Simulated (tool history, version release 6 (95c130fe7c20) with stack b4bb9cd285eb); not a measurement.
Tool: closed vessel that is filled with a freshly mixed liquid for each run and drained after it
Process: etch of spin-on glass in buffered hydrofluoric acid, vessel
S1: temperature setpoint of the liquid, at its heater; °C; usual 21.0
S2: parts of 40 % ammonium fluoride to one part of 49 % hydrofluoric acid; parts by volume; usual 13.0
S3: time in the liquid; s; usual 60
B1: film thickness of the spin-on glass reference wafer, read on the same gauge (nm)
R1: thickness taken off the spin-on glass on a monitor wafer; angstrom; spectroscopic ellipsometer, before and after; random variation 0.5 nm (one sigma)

Run 1, hour 0.0: usual settings; B1 79.99. Result: R1 1429.6 angstrom.
Run 2, hour 24.3: usual settings; B1 80.01. Result: R1 1432.7 angstrom.
Run 3, hour 83.0: usual settings but S2 11.0 parts by volume; B1 80.00. Result: R1 1686.8 angstrom.
Run 4, hour 137.9: usual settings but S2 11.0 parts by volume; B1 80.00. Result: R1 1695.6 angstrom.
Run 5, hour 166.3: usual settings; B1 80.01. Result: R1 1442.0 angstrom.
Run 6, hour 198.3: usual settings; B1 80.00. Result: R1 1448.4 angstrom.
Run 7, hour 234.9: usual settings but S2 15.5 parts by volume; B1 80.01. Result: R1 1215.3 angstrom.
At hour 275.9: gauge calibrated.
Run 8, hour 287.4: usual settings but S2 15.5 parts by volume; B1 80.03. Result: R1 1222.3 angstrom.
Run 9, hour 336.2: usual settings but S2 15.5 parts by volume; B1 80.00. Result: R1 1223.5 angstrom.
Run 10, hour 396.2: usual settings; B1 79.96. Result: R1 1451.1 angstrom.
Run 11, hour 426.9: usual settings; B1 80.04. Result: R1 1452.3 angstrom.
Run 12, hour 492.1: usual settings; B1 79.99. Result: R1 1460.4 angstrom.
Run 13, hour 562.7: usual settings; B1 80.00. Result: R1 1466.1 angstrom.
At hour 598.1: thermometer replaced.
Run 14, hour 599.6: usual settings but S1 23.5 °C, S2 17.0 parts by volume, S3 85 s; B1 80.00. Result: R1 1802.4 angstrom.
Run 15, hour 625.0: usual settings but S1 17.0 °C, S2 16.0 parts by volume; B1 79.98. Result: R1 931.9 angstrom.
At hour 706.3: hydrofluoric acid flow meter replaced.
Run 16, hour 802.2: usual settings; B1 80.00. Result: R1 1413.1 angstrom.
Run 17, hour 996.4: usual settings but S1 18.5 °C, S2 9.5 parts by volume, S3 30 s; B1 80.01. Result: R1 816.4 angstrom.
Run 18, hour 1049.0: usual settings; B1 80.00. Result: R1 1424.4 angstrom.
Run 19, hour 1089.6: usual settings but S1 19.0 °C, S2 9.5 parts by volume, S3 30 s; B1 79.98. Result: R1 848.9 angstrom.
Run 20, hour 1118.7: usual settings but S1 18.5 °C, S2 16.0 parts by volume; B1 80.01. Result: R1 1015.8 angstrom.
Run 21, hour 1189.3: usual settings but S1 17.5 °C, S2 11.0 parts by volume, S3 75 s; B1 80.00. Result: R1 1734.3 angstrom.
Run 22, hour 1235.3: usual settings but S1 23.0 °C, S2 8.5 parts by volume, S3 95 s; B1 80.00. Result: R1 3724.2 angstrom.
Run 23, hour 1281.5: usual settings; B1 80.03. Result: R1 1435.7 angstrom.
Run 24, hour 1310.9: usual settings but S1 18.5 °C, S2 17.5 parts by volume, S3 30 s; B1 80.03. Result: R1 468.1 angstrom.
Run 25, hour 1373.5: usual settings but S1 24.0 °C, S2 10.5 parts by volume; B1 79.96. Result: R1 2090.6 angstrom.
Run 26, hour 1433.2: usual settings but S1 25.5 °C, S2 17.5 parts by volume, S3 30 s; B1 80.01. Result: R1 685.7 angstrom.
Run 27, hour 1474.4: usual settings but S1 23.5 °C, S2 15.5 parts by volume, S3 45 s; B1 79.99. Result: R1 1055.4 angstrom.
Run 28, hour 1538.2: usual settings but S1 17.0 °C, S3 85 s; B1 80.01. Result: R1 1641.6 angstrom.
Run 29, hour 1615.6: usual settings but S1 24.0 °C, S3 40 s; B1 80.00. Result: R1 1142.1 angstrom.
Run 30, hour 1640.6: usual settings but S2 17.0 parts by volume, S3 45 s; B1 79.99. Result: R1 841.2 angstrom.
At hour 1670.8: hydrofluoric acid flow meter replaced.
Run 31, hour 1678.3: usual settings; B1 80.01. Result: R1 1430.1 angstrom.
Run 32, hour 1745.2: usual settings; B1 79.98. Result: R1 1429.2 angstrom.

Measured less the same run without the tool's hidden state. The same run-to-run variation is in both; the gauge's scatter may not be:
The hidden state here: liquid hotter than its thermometer reads (K); hydrofluoric acid flow above the setpoint (%); gauge reads high (%).
run      R1
  1   +33.7
  2   +34.8
  3   +45.3
  4   +48.9
  5   +43.6
  6   +45.8
  7   +40.5
  8   +43.0
  9   +45.4
 10   +57.4
 11   +59.6
 12   +63.1
 13   +67.7
 14   +45.6
 15   +24.3
 16   +10.9
 17   +10.5
 18   +25.3
 19   +13.2
 20   +21.3
 21   +41.6
 22  +100.7
 23   +39.3
 24   +13.6
 25   +64.0
 26   +22.9
 27   +37.0
 28   +63.0
 29   +46.6
 30   +35.3
 31   +27.6
 32   +31.8
